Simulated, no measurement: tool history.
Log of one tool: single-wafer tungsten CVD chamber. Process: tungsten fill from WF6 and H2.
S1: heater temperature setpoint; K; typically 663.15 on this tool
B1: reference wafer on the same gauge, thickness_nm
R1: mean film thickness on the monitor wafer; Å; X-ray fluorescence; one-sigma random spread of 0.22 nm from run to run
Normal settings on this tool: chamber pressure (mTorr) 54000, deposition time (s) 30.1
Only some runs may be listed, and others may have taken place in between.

run 1 hour=0 | S1=663.15 chamber_pressure_(mTorr)=48300 deposition_time_(s)=30.1 | B1=97.951 | R1=822.93
run 2 hour=51 | S1=663.15 chamber_pressure_(mTorr)=48300 deposition_time_(s)=30.1 | B1=97.837 | R1=821.97
run 3 hour=110.4 | S1=663.15 chamber_pressure_(mTorr)=48300 deposition_time_(s)=30.1 | B1=97.952 | R1=821.78
run 4 hour=197.3 | S1=663.15 chamber_pressure_(mTorr)=54000 deposition_time_(s)=34.7 | B1=97.813 | R1=1024.37
run 5 hour=256.2 | S1=663.15 chamber_pressure_(mTorr)=54000 deposition_time_(s)=34.7 | B1=97.847 | R1=1024
run 6 hour=300.3 | S1=663.15 chamber_pressure_(mTorr)=54000 deposition_time_(s)=30.1 | B1=97.714 | R1=888.84
run 7 hour=465.9 | S1=663.15 chamber_pressure_(mTorr)=60800 deposition_time_(s)=30.1 | B1=97.403 | R1=956.92
run 8 hour=496.5 | S1=663.15 chamber_pressure_(mTorr)=60800 deposition_time_(s)=30.1 | B1=97.401 | R1=958.27
run 9 hour=551.2 | S1=663.15 chamber_pressure_(mTorr)=54000 deposition_time_(s)=30.1 | B1=97.221 | R1=886.72
run 10 hour=590.8 | S1=663.15 chamber_pressure_(mTorr)=54000 deposition_time_(s)=30.1 | B1=97.233 | R1=885.09
run 11 hour=643 | S1=649.15 chamber_pressure_(mTorr)=46000 deposition_time_(s)=33.4 | B1=97.013 | R1=632.08
run 12 hour=698 | S1=663.15 chamber_pressure_(mTorr)=60600 deposition_time_(s)=30.1 | B1=96.962 | R1=951.81
run 13 hour=772.9 | S1=663.15 chamber_pressure_(mTorr)=54000 deposition_time_(s)=30.1 | B1=97.766 | R1=885.48
run 14 hour=828.2 | S1=670.15 chamber_pressure_(mTorr)=46000 deposition_time_(s)=32 | B1=97.755 | R1=974.25
run 15 hour=871 | S1=663.15 chamber_pressure_(mTorr)=64500 deposition_time_(s)=35.6 | B1=97.772 | R1=1178.25
run 16 hour=914.4 | S1=669.15 chamber_pressure_(mTorr)=59400 deposition_time_(s)=32.6 | B1=97.73 | R1=1165.8
run 17 hour=1001 | S1=659.15 chamber_pressure_(mTorr)=63300 deposition_time_(s)=30.1 | B1=97.62 | R1=900.75
run 18 hour=1051.5 | S1=663.15 chamber_pressure_(mTorr)=54000 deposition_time_(s)=27.8 | B1=97.514 | R1=814.16
run 19 hour=1111.5 | S1=656.15 chamber_pressure_(mTorr)=65900 deposition_time_(s)=27.9 | B1=97.484 | R1=794.76

Not shown here: 4 entries made in the log between runs. Locate each between two listed runs and compare the hidden state at the listed run before it with the hidden state at the listed run after it:
In the gap between runs 6 and 7: showerhead replaced (hour 465.4)
  gauge reads high (%): -0.198 -> -0.473
  difference, measured minus the result without the unlogged condition, R1: -1.76 -> -4.54 Å
In the gap between runs 12 and 13: gauge calibrated (hour 731.4); thermocouple changed; heater temperature recalibrated (hour 765.2)
  gauge reads high (%): -1.01 -> -0.166
  difference, measured minus the result without the unlogged condition, R1: -9.73 -> -1.47 Å
In the gap between runs 13 and 14: capacitance manometer re-zeroed and calibrated (hour 814.6)
  gauge reads high (%): -0.166 -> -0.179
  difference, measured minus the result without the unlogged condition, R1: -1.47 -> -1.74 Å
